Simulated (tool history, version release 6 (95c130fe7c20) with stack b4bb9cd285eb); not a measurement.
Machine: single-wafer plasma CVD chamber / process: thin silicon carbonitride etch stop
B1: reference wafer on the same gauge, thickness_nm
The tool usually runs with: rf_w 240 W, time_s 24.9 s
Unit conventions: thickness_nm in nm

{"run": 1, "hour": 0.0, "rf_w": 270, "time_s": 21.6, "B1": 13.003, "thickness_nm": 13.604}
{"run": 2, "hour": 63.2, "rf_w": 270, "time_s": 21.6, "B1": 13.0, "thickness_nm": 13.586}
{"run": 3, "hour": 87.6, "rf_w": 240, "time_s": 24.9, "B1": 12.998, "thickness_nm": 15.246}
{"hour": 105.6, "done": "RF generator calibrated"}
{"run": 4, "hour": 127.1, "rf_w": 240, "time_s": 24.9, "B1": 12.999, "thickness_nm": 15.54}
{"hour": 183.4, "done": "gauge calibrated"}
{"run": 5, "hour": 199.1, "rf_w": 240, "time_s": 24.9, "B1": 13.0, "thickness_nm": 15.576}
{"run": 6, "hour": 262.8, "rf_w": 240, "time_s": 24.9, "B1": 12.999, "thickness_nm": 15.613}
{"run": 7, "hour": 326.7, "rf_w": 240, "time_s": 24.9, "B1": 12.998, "thickness_nm": 15.513}
{"run": 8, "hour": 376.3, "rf_w": 215, "time_s": 23.3, "B1": 12.995, "thickness_nm": 14.266}
{"run": 9, "hour": 441.8, "rf_w": 240, "time_s": 24.9, "B1": 13.007, "thickness_nm": 15.56}
{"run": 10, "hour": 468.6, "rf_w": 240, "time_s": 24.9, "B1": 12.996, "thickness_nm": 15.586}
{"run": 11, "hour": 507.3, "rf_w": 240, "time_s": 24.9, "B1": 13.003, "thickness_nm": 15.489}
{"run": 12, "hour": 555.1, "rf_w": 240, "time_s": 24.9, "B1": 12.995, "thickness_nm": 15.455}

Expected results for the next run?
{"run": 13, "hour": 580.6, "rf_w": 200, "time_s": 29.0, "B1": "?", "thickness_nm": "?"}

Run 13 gave B1 12.996, thickness_nm 17.504 nm.
With no hidden state in the tool, this same run would have given thickness_nm 17.616 nm.
